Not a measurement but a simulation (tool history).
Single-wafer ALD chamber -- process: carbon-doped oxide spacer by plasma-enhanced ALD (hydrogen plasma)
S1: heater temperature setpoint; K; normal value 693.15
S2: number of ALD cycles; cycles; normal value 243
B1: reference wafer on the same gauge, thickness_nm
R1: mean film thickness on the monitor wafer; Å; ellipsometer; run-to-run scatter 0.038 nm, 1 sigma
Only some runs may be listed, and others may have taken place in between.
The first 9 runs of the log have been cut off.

{"run": 10, "hour": 394.1, "S1": 693.15, "S2": 243, "B1": 13.979, "R1": 125.97}
{"run": 11, "hour": 442.9, "S1": 693.15, "S2": 243, "B1": 13.977, "R1": 124.97}
{"run": 12, "hour": 497.5, "S1": 693.15, "S2": 243, "B1": 14.003, "R1": 125.62}
{"run": 13, "hour": 535.9, "S1": 693.15, "S2": 243, "B1": 13.994, "R1": 125.65}
{"run": 14, "hour": 567.0, "S1": 693.15, "S2": 243, "B1": 13.995, "R1": 126.1}
{"run": 15, "hour": 626.6, "S1": 693.15, "S2": 243, "B1": 14.014, "R1": 126.46}
{"run": 16, "hour": 693.7, "S1": 693.15, "S2": 243, "B1": 13.989, "R1": 125.78}
{"run": 17, "hour": 736.1, "S1": 693.15, "S2": 259, "B1": 14.002, "R1": 133.6}
{"run": 18, "hour": 793.0, "S1": 707.15, "S2": 217, "B1": 14.004, "R1": 106.74}
{"run": 19, "hour": 824.1, "S1": 685.15, "S2": 243, "B1": 14.013, "R1": 129.57}
{"run": 20, "hour": 892.2, "S1": 705.15, "S2": 243, "B1": 14.01, "R1": 120.26}
{"run": 21, "hour": 924.8, "S1": 688.15, "S2": 229, "B1": 13.998, "R1": 121.06}
{"hour": 933.3, "done": "gauge calibrated"}
{"hour": 935.2, "done": "thermocouple changed; heater temperature recalibrated"}
{"run": 22, "hour": 959.3, "S1": 693.15, "S2": 243, "B1": 13.997, "R1": 126.12}
{"run": 23, "hour": 985.1, "S1": 689.15, "S2": 288, "B1": 13.992, "R1": 151.63}
{"run": 24, "hour": 1020.7, "S1": 693.15, "S2": 243, "B1": 14.004, "R1": 125.46}
{"run": 25, "hour": 1071.6, "S1": 686.15, "S2": 243, "B1": 13.996, "R1": 129.08}
{"run": 26, "hour": 1120.9, "S1": 693.15, "S2": 212, "B1": 13.988, "R1": 110.1}
{"run": 27, "hour": 1152.6, "S1": 693.15, "S2": 288, "B1": 14.001, "R1": 149.18}
{"run": 28, "hour": 1218.9, "S1": 693.15, "S2": 243, "B1": 13.997, "R1": 125.51}
{"run": 29, "hour": 1246.9, "S1": 686.15, "S2": 281, "B1": 13.994, "R1": 148.46}
{"run": 30, "hour": 1332.9, "S1": 678.15, "S2": 243, "B1": 13.991, "R1": 132.46}
{"run": 31, "hour": 1370.0, "S1": 693.15, "S2": 285, "B1": 13.996, "R1": 146.95}
{"run": 32, "hour": 1433.0, "S1": 681.15, "S2": 284, "B1": 13.991, "R1": 153.45}

Alternative continuations, all from the tool just after run 32; predict every row:
{"run": "A", "hour": 1433.8, "S1": 706.15, "S2": 243, "B1": "?", "R1": "?"}
{"run": "B", "hour": 1433.8, "S1": 703.15, "S2": 243, "B1": "?", "R1": "?"}
{"run": "C", "hour": 1433.8, "S1": 702.15, "S2": 282, "B1": "?", "R1": "?"}
{"run": "D", "hour": 1433.8, "S1": 693.15, "S2": 256, "B1": "?", "R1": "?"}
{"run": "E", "hour": 1433.8, "S1": 687.15, "S2": 243, "B1": "?", "R1": "?"}

run=A B1=13.998 R1=119.78
run=B B1=13.998 R1=121.15
run=C B1=13.998 R1=141.13
run=D B1=13.998 R1=132.45
run=E B1=13.998 R1=128.47
Had the tool no hidden state, the same runs would have come out as:
run=A R1=119.78
run=B R1=121.15
run=C R1=141.13
run=D R1=132.45
run=E R1=128.47

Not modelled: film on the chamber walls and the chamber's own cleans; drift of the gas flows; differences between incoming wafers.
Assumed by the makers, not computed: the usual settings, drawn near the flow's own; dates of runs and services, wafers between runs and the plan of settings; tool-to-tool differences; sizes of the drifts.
